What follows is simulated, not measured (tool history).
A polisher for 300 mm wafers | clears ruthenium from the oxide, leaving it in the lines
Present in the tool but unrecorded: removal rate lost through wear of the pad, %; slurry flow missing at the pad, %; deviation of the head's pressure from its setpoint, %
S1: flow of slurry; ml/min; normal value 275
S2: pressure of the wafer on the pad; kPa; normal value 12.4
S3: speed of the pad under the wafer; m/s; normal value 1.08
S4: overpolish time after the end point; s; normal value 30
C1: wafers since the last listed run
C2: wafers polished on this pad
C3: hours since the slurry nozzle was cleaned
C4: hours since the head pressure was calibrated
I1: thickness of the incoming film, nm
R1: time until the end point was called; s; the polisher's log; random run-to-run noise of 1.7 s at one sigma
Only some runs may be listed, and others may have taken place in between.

run 1 hour=0 | S1=275 S2=12.4 S3=1.08 S4=30 | C1=0 C2=814 C3=303.6 C4=638.2 | I1=142.3 | R1=147.4
-- hour=90.7 head pressure recalibrated
run 2 hour=106.6 | S1=275 S2=12.4 S3=1.08 S4=30 | C1=926 C2=1741 C3=410.2 C4=15.9 | I1=140.6 | R1=153.5
run 3 hour=193.1 | S1=275 S2=12.4 S3=1.08 S4=30 | C1=766 C2=2508 C3=496.7 C4=102.4 | I1=141.1 | R1=151.8
run 4 hour=275.2 | S1=275 S2=12.4 S3=1.08 S4=30 | C1=727 C2=3235 C3=578.8 C4=184.5 | I1=140 | R1=148.2
-- hour=304.1 worn pad replaced by a new one
run 5 hour=337.4 | S1=275 S2=12.4 S3=1.08 S4=30 | C1=515 C2=294 C3=641 C4=246.7 | I1=140.8 | R1=148.2
run 6 hour=421.4 | S1=275 S2=12.4 S3=1.08 S4=30 | C1=744 C2=1039 C3=725 C4=330.7 | I1=139.3 | R1=147.3
-- hour=493.8 slurry nozzle cleaned
run 7 hour=526.8 | S1=275 S2=9.7 S3=1.08 S4=30 | C1=925 C2=1964 C3=33 C4=436.1 | I1=143 | R1=174.3
run 8 hour=610.5 | S1=275 S2=12.4 S3=1.08 S4=30 | C1=741 C2=2706 C3=116.7 C4=519.8 | I1=138.3 | R1=143.8
run 9 hour=666.7 | S1=275 S2=12.4 S3=1.08 S4=30 | C1=498 C2=3204 C3=172.9 C4=576 | I1=139.3 | R1=145.2
-- hour=717 worn pad replaced by a new one
-- hour=753.9 head pressure recalibrated
run 10 hour=861.6 | S1=275 S2=12.4 S3=1.08 S4=30 | C1=1673 C2=1263 C3=367.8 C4=107.7 | I1=138.8 | R1=145.4
run 11 hour=946 | S1=275 S2=12.4 S3=1.08 S4=30 | C1=747 C2=2011 C3=452.2 C4=192.1 | I1=138.4 | R1=144.6
run 12 hour=1048.3 | S1=275 S2=12.4 S3=1.08 S4=30 | C1=906 C2=2918 C3=554.5 C4=294.4 | I1=140.6 | R1=146.9
-- hour=1113.7 worn pad replaced by a new one
run 13 hour=1146.2 | S1=315 S2=15.9 S3=0.84 S4=13 | C1=832 C2=288 C3=652.4 C4=392.3 | I1=141.4 | R1=158.3
run 14 hour=1186.8 | S1=275 S2=12.4 S3=1.08 S4=30 | C1=359 C2=648 C3=693 C4=432.9 | I1=141.5 | R1=144.9
run 15 hour=1244.2 | S1=275 S2=12.4 S3=1.08 S4=30 | C1=508 C2=1156 C3=750.4 C4=490.3 | I1=141.3 | R1=145.1
run 16 hour=1308.2 | S1=245 S2=11 S3=0.98 S4=46 | C1=567 C2=1724 C3=814.4 C4=554.3 | I1=141.1 | R1=170
-- hour=1332.1 slurry nozzle cleaned
run 17 hour=1344.5 | S1=275 S2=12.4 S3=1.38 S4=30 | C1=312 C2=2036 C3=12.4 C4=590.6 | I1=141 | R1=114.4
-- hour=1393.2 head pressure recalibrated
run 18 hour=1393.7 | S1=275 S2=9 S3=1.08 S4=30 | C1=418 C2=2455 C3=61.6 C4=0.5 | I1=142.3 | R1=185.9
-- hour=1483.3 worn pad replaced by a new one
run 19 hour=1483.8 | S1=275 S2=12.4 S3=1.08 S4=30 | C1=762 C2=4 C3=151.7 C4=90.6 | I1=140.9 | R1=152.4
run 20 hour=1531.7 | S1=275 S2=12.4 S3=1.08 S4=30 | C1=424 C2=428 C3=199.6 C4=138.5 | I1=138.2 | R1=145
run 21 hour=1572.9 | S1=320 S2=12.4 S3=0.9 S4=39 | C1=365 C2=794 C3=240.8 C4=179.7 | I1=139.6 | R1=170.2
run 22 hour=1779.2 | S1=210 S2=8.3 S3=1.2 S4=22 | C1=1828 C2=2622 C3=447.1 C4=386 | I1=138.8 | R1=168
run 23 hour=1858.2 | S1=360 S2=15.2 S3=1.44 S4=46 | C1=700 C2=3322 C3=526.1 C4=465 | I1=140.5 | R1=94.4
-- hour=1875.6 worn pad replaced by a new one
run 24 hour=1901.6 | S1=275 S2=15.9 S3=1.34 S4=37 | C1=349 C2=230 C3=569.5 C4=508.4 | I1=138.9 | R1=98.2

Alternative continuations, all from the tool just after run 24; predict every row:
run A hour=1902.1 | S1=275 S2=12.4 S3=1.08 S4=30 | C1=4 C2=234 C3=570 C4=508.9 | I1=139.9 | R1=?
run B hour=1902.1 | S1=275 S2=15.2 S3=0.76 S4=30 | C1=4 C2=234 C3=570 C4=508.9 | I1=139.9 | R1=?
run C hour=1902.1 | S1=345 S2=15.9 S3=1.38 S4=21 | C1=4 C2=234 C3=570 C4=508.9 | I1=139.9 | R1=?
run D hour=1902.1 | S1=275 S2=10.3 S3=1.08 S4=45 | C1=4 C2=234 C3=570 C4=508.9 | I1=139.9 | R1=?
run E hour=1902.1 | S1=245 S2=12.4 S3=0.92 S4=48 | C1=4 C2=234 C3=570 C4=508.9 | I1=139.9 | R1=?

run=A R1=145.4
run=B R1=176.9
run=C R1=96.1
run=D R1=163.1
run=E R1=170.6
With the hidden condition removed and each run's random variation left untouched, the same runs would have given:
run=A R1=151.2
run=B R1=183.9
run=C R1=99.9
run=D R1=169.5
run=E R1=177.4

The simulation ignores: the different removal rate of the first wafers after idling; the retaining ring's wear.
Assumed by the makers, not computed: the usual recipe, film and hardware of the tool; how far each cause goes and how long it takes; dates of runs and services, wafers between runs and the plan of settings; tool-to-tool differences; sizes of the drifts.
